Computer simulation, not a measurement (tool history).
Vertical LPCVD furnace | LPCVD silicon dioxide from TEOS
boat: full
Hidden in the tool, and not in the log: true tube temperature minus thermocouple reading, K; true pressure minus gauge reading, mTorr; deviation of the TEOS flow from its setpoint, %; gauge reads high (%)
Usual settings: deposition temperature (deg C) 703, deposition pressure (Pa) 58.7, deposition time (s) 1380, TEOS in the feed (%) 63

| run | day | deposition temperature (deg C) | deposition pressure (Pa) | deposition time (s) | TEOS in the feed (%) | wafers since the last listed run | hours since the last temperature calibration | hours since the pressure gauge was zeroed | hours since the TEOS flow controller was replaced | hours since the gauge calibration | read-back reference wafer on the same gauge, thickness | film thickness on the monitor wafer in the middle of the boat (nm) |
|---|---|---|---|---|---|---|---|---|---|---|---|---|
| 1 | 0 | 703 | 58.7 | 1380 | 63 | 0 | 2804.1 | 4165 | 1855.8 | 1170.7 | 188.99 | 191.38 |
| 2 | 2.05 | 703 | 58.7 | 1380 | 63 | 548 | 2853.3 | 4214.2 | 1905 | 1219.9 | 188.98 | 191.31 |
| 3 | 5.679 | 703 | 58.7 | 1380 | 63 | 971 | 2940.4 | 4301.3 | 1992.1 | 1307 | 188.98 | 191.69 |
| 4 | 8.717 | 703 | 58.7 | 1380 | 63 | 813 | 3013.3 | 4374.2 | 2065 | 1379.9 | 189.02 | 192.88 |
| 5 | 10.442 | 703 | 58.7 | 1380 | 63 | 461 | 3054.7 | 4415.6 | 2106.4 | 1421.3 | 189 | 191.64 |
|  | 12.167 | gauge calibrated |
| 6 | 12.258 | 697 | 58.7 | 1380 | 63 | 486 | 3098.3 | 4459.2 | 2150 | 2.2 | 189 | 167.66 |
| 7 | 14.258 | 697 | 58.7 | 1380 | 63 | 535 | 3146.3 | 4507.2 | 2198 | 50.2 | 188.95 | 167.99 |
| 8 | 16.292 | 697 | 58.7 | 1380 | 63 | 544 | 3195.1 | 4556 | 2246.8 | 99 | 189.03 | 168.29 |
| 9 | 17.929 | 703 | 58.7 | 1500 | 63 | 438 | 3234.4 | 4595.3 | 2286.1 | 138.3 | 189.03 | 210.12 |
| 10 | 19.454 | 703 | 58.7 | 1500 | 63 | 408 | 3271 | 4631.9 | 2322.7 | 174.9 | 189.07 | 209.77 |
| 11 | 20.975 | 703 | 58.7 | 1500 | 63 | 407 | 3307.5 | 4668.4 | 2359.2 | 211.4 | 188.96 | 210.18 |
| 12 | 22.717 | 703 | 58.7 | 1380 | 63 | 466 | 3349.3 | 4710.2 | 2401 | 253.2 | 188.96 | 193.42 |
| 13 | 25.362 | 703 | 58.7 | 1380 | 63 | 708 | 3412.8 | 4773.7 | 2464.5 | 316.7 | 189 | 193.14 |
|  | 29.175 | pressure gauge zeroed |
|  | 29.729 | thermocouples replaced and temperature profile calibrated |
| 14 | 29.75 | 703 | 58.7 | 1380 | 63 | 758 | 0.5 | 13.8 | 2569.8 | 422 | 188.99 | 189.57 |
|  | 32.854 | TEOS flow controller replaced |
| 15 | 33.604 | 703 | 53.3 | 1380 | 59 | 764 | 93 | 106.3 | 18 | 514.5 | 189.06 | 174.89 |
| 16 | 35.458 | 703 | 49.3 | 960 | 53 | 496 | 137.5 | 150.8 | 62.5 | 559 | 189.04 | 110.89 |
| 17 | 38.654 | 698 | 63.3 | 1800 | 51 | 855 | 214.2 | 227.5 | 139.2 | 635.7 | 189.03 | 204.97 |
| 18 | 41.392 | 703 | 71.3 | 1380 | 63 | 733 | 279.9 | 293.2 | 204.9 | 701.4 | 189.13 | 208.69 |
| 19 | 43.383 | 712 | 58.7 | 960 | 73 | 533 | 327.7 | 341 | 252.7 | 749.2 | 188.97 | 173.94 |
| 20 | 45.642 | 703 | 58.7 | 900 | 51 | 604 | 381.9 | 395.2 | 306.9 | 803.4 | 189.04 | 110.47 |
| 21 | 48.083 | 703 | 58.7 | 1380 | 63 | 653 | 440.5 | 453.8 | 365.5 | 862 | 188.89 | 188.3 |
| 22 | 51.729 | 692 | 58.7 | 990 | 67 | 976 | 528 | 541.3 | 453 | 949.5 | 189.03 | 108.13 |
| 23 | 54.917 | 703 | 58.7 | 1380 | 63 | 853 | 604.5 | 617.8 | 529.5 | 1026 | 188.98 | 189.34 |
|  | 57.375 | gauge calibrated |
| 24 | 58.008 | 703 | 58.7 | 1080 | 63 | 827 | 678.7 | 692 | 603.7 | 15.2 | 189.01 | 147.67 |
| 25 | 59.833 | 714 | 58.7 | 1140 | 53 | 488 | 722.5 | 735.8 | 647.5 | 59 | 188.95 | 183.75 |
| 26 | 61.783 | 693 | 58.7 | 1890 | 73 | 522 | 769.3 | 782.6 | 694.3 | 105.8 | 188.97 | 220.74 |
| 27 | 64.867 | 692 | 58.7 | 990 | 67 | 825 | 843.3 | 856.6 | 768.3 | 179.8 | 188.95 | 108.28 |

Run 28 comes next. What will it give?
| 28 | 69.338 | 703 | 47.3 | 1380 | 63 | 1197 | 950.6 | 963.9 | 875.6 | 287.1 | ? | ? |

{"run 28": {"read-back reference wafer on the same gauge, thickness": 188.99, "film thickness on the monitor wafer in the middle of the boat (nm)": 170.01}}
Without the tool's hidden state the same run would have given film thickness on the monitor wafer in the middle of the boat (nm) 170.63.

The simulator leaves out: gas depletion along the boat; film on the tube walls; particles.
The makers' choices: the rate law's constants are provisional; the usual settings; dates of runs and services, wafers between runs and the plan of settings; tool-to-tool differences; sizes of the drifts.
